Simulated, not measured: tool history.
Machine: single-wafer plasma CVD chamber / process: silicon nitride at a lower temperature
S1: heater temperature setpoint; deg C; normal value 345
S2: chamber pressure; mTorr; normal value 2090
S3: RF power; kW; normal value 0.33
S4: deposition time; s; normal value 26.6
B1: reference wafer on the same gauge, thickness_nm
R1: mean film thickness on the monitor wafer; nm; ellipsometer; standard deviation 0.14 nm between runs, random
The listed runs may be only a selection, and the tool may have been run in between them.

run 1 hour=0 | S1=345 S2=2090 S3=0.33 S4=26.6 | B1=35.801 | R1=34.322
run 2 hour=20.8 | S1=345 S2=2090 S3=0.33 S4=26.6 | B1=35.805 | R1=34.172
-- hour=44.9 thermocouple changed; heater temperature recalibrated
run 3 hour=47.5 | S1=345 S2=2090 S3=0.33 S4=26.6 | B1=35.83 | R1=34.412
run 4 hour=79.9 | S1=345 S2=2090 S3=0.33 S4=26.6 | B1=35.791 | R1=34.417
run 5 hour=108 | S1=345 S2=2090 S3=0.33 S4=26.6 | B1=35.784 | R1=34.459
run 6 hour=126.2 | S1=337 S2=2090 S3=0.33 S4=26.6 | B1=35.774 | R1=34.426
-- hour=140.3 gauge calibrated
run 7 hour=140.5 | S1=337 S2=2090 S3=0.33 S4=26.6 | B1=35.785 | R1=34.672
-- hour=175.1 showerhead replaced
-- hour=180.6 capacitance manometer re-zeroed and calibrated
run 8 hour=181.1 | S1=345 S2=2090 S3=0.33 S4=26.6 | B1=35.802 | R1=33.783
run 9 hour=193.1 | S1=345 S2=2090 S3=0.33 S4=26.6 | B1=35.81 | R1=34.055
run 10 hour=220 | S1=345 S2=2090 S3=0.33 S4=26.6 | B1=35.82 | R1=33.685
run 11 hour=255 | S1=345 S2=2090 S3=0.265 S4=26.6 | B1=35.828 | R1=31.349
run 12 hour=276.6 | S1=333 S2=2260 S3=0.31 S4=21.5 | B1=35.787 | R1=27.574
run 13 hour=300 | S1=335 S2=2090 S3=0.33 S4=26.6 | B1=35.795 | R1=33.894
run 14 hour=326.8 | S1=345 S2=1760 S3=0.33 S4=21.4 | B1=35.779 | R1=26.033
run 15 hour=339.2 | S1=345 S2=2090 S3=0.33 S4=26.6 | B1=35.817 | R1=33.525
-- hour=347.4 capacitance manometer re-zeroed and calibrated, repeated, since the last time left the tool worse
run 16 hour=351.8 | S1=345 S2=2090 S3=0.28 S4=24.1 | B1=35.795 | R1=29.673
-- hour=376.3 RF generator calibrated
run 17 hour=381.9 | S1=345 S2=2550 S3=0.355 S4=26.6 | B1=35.806 | R1=37.412
run 18 hour=415.4 | S1=345 S2=1920 S3=0.33 S4=22.6 | B1=35.832 | R1=28.625
run 19 hour=446.7 | S1=345 S2=2090 S3=0.33 S4=26.6 | B1=35.77 | R1=34.91
run 20 hour=467.4 | S1=335 S2=2090 S3=0.33 S4=26.6 | B1=35.799 | R1=34.828
run 21 hour=490.9 | S1=345 S2=2090 S3=0.33 S4=31.8 | B1=35.814 | R1=41.369
run 22 hour=515.5 | S1=345 S2=2090 S3=0.29 S4=21.5 | B1=35.793 | R1=26.657
run 23 hour=532.5 | S1=345 S2=2090 S3=0.33 S4=26.6 | B1=35.795 | R1=34.894
run 24 hour=560.7 | S1=345 S2=2090 S3=0.285 S4=23.5 | B1=35.796 | R1=28.938
run 25 hour=584.8 | S1=338 S2=2090 S3=0.36 S4=24.6 | B1=35.807 | R1=33.326
run 26 hour=605.2 | S1=351 S2=1940 S3=0.33 S4=26.6 | B1=35.816 | R1=34.02
run 27 hour=642.5 | S1=345 S2=1900 S3=0.37 S4=23.9 | B1=35.787 | R1=31.584
run 28 hour=664 | S1=345 S2=1740 S3=0.33 S4=26.6 | B1=35.793 | R1=33.207
run 29 hour=686.9 | S1=350 S2=2090 S3=0.33 S4=26.6 | B1=35.82 | R1=34.296

Predict each of these 3 candidate next runs independently; none follows another, all start after run 29:
run A hour=687.3 | S1=345 S2=1930 S3=0.33 S4=26.6 | B1=? | R1=?
run B hour=687.3 | S1=338 S2=2360 S3=0.33 S4=26.6 | B1=? | R1=?
run C hour=687.3 | S1=351 S2=2420 S3=0.35 S4=29.9 | B1=? | R1=?

run=A B1=35.829 R1=34.04
run=B B1=35.829 R1=35.87
run=C B1=35.829 R1=41.337
Without the tool's unlogged condition, the same runs would have read:
run=A R1=34.2
run=B R1=36.029
run=C R1=41.514
